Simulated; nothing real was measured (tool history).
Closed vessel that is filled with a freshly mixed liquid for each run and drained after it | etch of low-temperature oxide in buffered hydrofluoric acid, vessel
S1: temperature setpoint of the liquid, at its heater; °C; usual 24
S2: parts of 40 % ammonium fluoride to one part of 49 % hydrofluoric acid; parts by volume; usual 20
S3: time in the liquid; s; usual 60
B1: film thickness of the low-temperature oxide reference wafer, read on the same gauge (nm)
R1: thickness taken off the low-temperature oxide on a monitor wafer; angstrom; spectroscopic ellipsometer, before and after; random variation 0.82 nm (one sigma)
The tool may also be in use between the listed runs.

run,hour,S1,S2,S3,B1,R1
1,0,24,20,60,136.94,1643.4
2,93,24,20,60,136.77,1642.6
3,147.6,24,20,60,136.72,1643.3
4,208,24,20,60,136.63,1639.5
5,288.7,24,20,60,136.66,1626.4
6,335.8,24,20,60,136.55,1619.6
7,403.1,24,20,60,136.56,1644.6
# hour 423.5: hydrofluoric acid flow meter replaced
8,502.1,24,20,60,136.45,1640.2
9,586.1,24,20,60,136.44,1624.5
10,687.4,24,20,35,136.42,947.1
11,735,25.5,24,60,136.37,1569.1
# hour 756.3: gauge calibrated
12,823.9,24,26.5,60,139.53,1385.4
13,931.1,24,26.5,60,138.91,1374.1

The next listed run, before its measurement:
14,997.5,24,20,60,?,?

B1: 138.59
R1: 1660.3 angstrom
Without the tool's hidden state the same run would have given R1 1676.9 angstrom.
